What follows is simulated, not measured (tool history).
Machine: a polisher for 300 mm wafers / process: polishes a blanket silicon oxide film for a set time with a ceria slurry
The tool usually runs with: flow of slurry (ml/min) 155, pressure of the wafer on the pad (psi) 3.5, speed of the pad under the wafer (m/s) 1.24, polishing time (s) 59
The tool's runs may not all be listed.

run    hour  flow of slurry (ml/min)  pressure of the wafer on the pad (psi)  speed of the pad under the wafer (m/s)  polishing time (s)  wafers since the last listed run  wafers polished on this pad  hours since the slurry nozzle was cleaned  hours since the head pressure was calibrated  incoming thickness of the incoming film, nm  film removed (angstrom)
  1     0.0                      155                                     3.5                                    1.24                  59                                 0                         1079                                      415.2                                         938.8                                       1013.3                     3692
        9.1  -- slurry nozzle cleaned
  2    49.5                      155                                     3.5                                    1.24                  59                               637                         1716                                       40.4                                         988.3                                       1029.8                     3543
  3    76.0                      155                                     3.5                                    1.24                  59                               348                         2065                                       66.9                                        1014.8                                       1000.8                     3540
  4   140.7                      155                                     3.5                                    1.24                  59                               850                         2915                                      131.6                                        1079.5                                       1002.6                     3547
  5   190.0                      155                                     3.5                                    1.24                  74                               647                         3563                                      180.9                                        1128.8                                       1029.8                     4406
  6   220.6                      155                                     4.2                                    1.24                  59                               402                         3965                                      211.5                                        1159.4                                       1002.1                     4164
  7   246.2                      155                                     4.2                                    1.24                  59                               336                         4302                                      237.1                                        1185.0                                       1013.5                     4098
      298.1  -- head pressure recalibrated
  8   311.3                      155                                     3.5                                    1.24                  59                               829                         5131                                      302.2                                          13.2                                       1008.1                     3432
      342.6  -- worn pad replaced by a new one
  9   360.4                      155                                     3.5                                    1.24                  59                               592                          234                                      351.3                                          62.3                                       1006.0                     3208
 10   410.9                      155                                     3.5                                    1.24                  59                               663                          898                                      401.8                                         112.8                                       1010.3                     3202
      432.7  -- slurry nozzle cleaned
 11   465.7                      155                                     3.5                                    1.24                  59                               707                         1605                                       33.0                                         167.6                                       1009.4                     3152
 12   530.2                      155                                     3.5                                    1.24                  59                               847                         2452                                       97.5                                         232.1                                       1029.8                     3183
 13   566.5                      155                                     3.1                                    1.08                  59                               477                         2929                                      133.8                                         268.4                                       1004.7                     2515
 14   605.7                      180                                     3.5                                    1.24                  59                               515                         3445                                      173.0                                         307.6                                       1004.3                     3158
 15   653.3                      155                                     3.5                                    1.24                  59                               625                         4070                                      220.6                                         355.2                                       1002.8                     3133
      683.5  -- worn pad replaced by a new one, repeated, since the last time left the tool worse
 16   684.0                      155                                     3.5                                    1.24                  59                               350                            6                                      251.3                                         385.9                                       1021.7                     3685
 17   716.8                      155                                     2.8                                    1.24                  54                               431                          437                                      284.1                                         418.7                                       1026.8                     2661
 18   780.2                      155                                     3.5                                    1.24                  59                               833                         1270                                      347.5                                         482.1                                       1014.8                     3657
      797.0  -- slurry nozzle cleaned
 19   850.7                      200                                     4.7                                    0.88                  44                               913                         2183                                       53.7                                         552.6                                       1022.1                     2798
 20   886.9                      155                                     3.5                                    1.24                  59                               475                         2659                                       89.9                                         588.8                                       1011.3                     3647
 21   956.7                      155                                     3.5                                    1.24                  59                               917                         3577                                      159.7                                         658.6                                       1000.1                     3641
 22   990.9                      205                                     3.5                                    1.24                  72                               449                         4026                                      193.9                                         692.8                                       1002.0                     4360
 23  1050.7                      170                                     3.5                                    1.38                  59                               785                         4812                                      253.7                                         752.6                                       1028.6                     3893
 24  1099.9                      155                                     3.5                                    1.24                  59                               646                         5459                                      302.9                                         801.8                                       1027.9                     3473
     1105.8  -- worn pad replaced by a new one
 25  1170.2                      155                                     3.0                                    1.42                  59                               871                          846                                      373.2                                         872.1                                       1013.1                     3515
     1196.6  -- slurry nozzle cleaned
 26  1213.2                      195                                     3.5                                    1.40                  50                               552                         1398                                       16.6                                         915.1                                       1000.3                     3375
 27  1248.2                      155                                     3.5                                    1.24                  59                               460                         1858                                       51.6                                         950.1                                       1012.4                     3655
 28  1279.9                      155                                     3.5                                    1.24                  59                               416                         2275                                       83.3                                         981.8                                       1010.0                     3569
 29  1459.7                      175                                     3.1                                    1.24                  48                              2363                         4638                                      263.1                                        1161.6                                       1013.1                     2525
     1514.9  -- worn pad replaced by a new one
     1516.0  -- head pressure recalibrated
 30  1616.1                      155                                     3.5                                    1.24                  73                              1988                         1315                                      419.5                                         100.1                                       1016.1                     4478
     1617.9  -- slurry nozzle cleaned
 31  1684.4                      155                                     3.5                                    1.24                  59                               884                         2199                                       66.5                                         168.4                                       1011.5                     3586
 32  1712.0                      180                                     4.1                                    1.62                  78                               362                         2562                                       94.1                                         196.0                                       1008.6                     6958
 33  1778.7                      200                                     2.7                                    0.96                  71                               876                         3439                                      160.8                                         262.7                                       1003.9                     2838
 34  1838.7                      155                                     3.5                                    1.24                  66                               788                         4227                                      220.8                                         322.7                                       1008.1                     3873
 35  1884.3                      155                                     4.3                                    1.40                  43                               599                         4827                                      266.4                                         368.3                                       1027.9                     3310
     1907.7  -- worn pad replaced by a new one
 36  1986.7                      195                                     3.5                                    1.24                  59                              1293                         1037                                      368.8                                         470.7                                        996.0                     3675

Below are 5 alternative next runs, each starting from the tool's condition after run 36. Predict each:
  A  1987.1                      155                                     3.5                                    1.24                  59                                 5                         1043                                      369.2                                         471.1                                        988.5                        ?
  B  1987.1                      175                                     4.5                                    0.98                  68                                 5                         1043                                      369.2                                         471.1                                        988.5                        ?
  C  1987.1                      130                                     3.5                                    1.42                  59                                 5                         1043                                      369.2                                         471.1                                        988.5                        ?
  D  1987.1                      155                                     3.5                                    1.06                  71                                 5                         1043                                      369.2                                         471.1                                        988.5                        ?
  E  1987.1                      155                                     4.6                                    1.24                  42                                 5                         1043                                      369.2                                         471.1                                        988.5                        ?

run  film removed (angstrom)
  A                     3655
  B                     4506
  C                     3984
  D                     3885
  E                     3366
Without the tool's unlogged condition, the same runs would have read:
run  film removed (angstrom)
  A                     3693
  B                     4554
  C                     4026
  D                     3926
  E                     3401

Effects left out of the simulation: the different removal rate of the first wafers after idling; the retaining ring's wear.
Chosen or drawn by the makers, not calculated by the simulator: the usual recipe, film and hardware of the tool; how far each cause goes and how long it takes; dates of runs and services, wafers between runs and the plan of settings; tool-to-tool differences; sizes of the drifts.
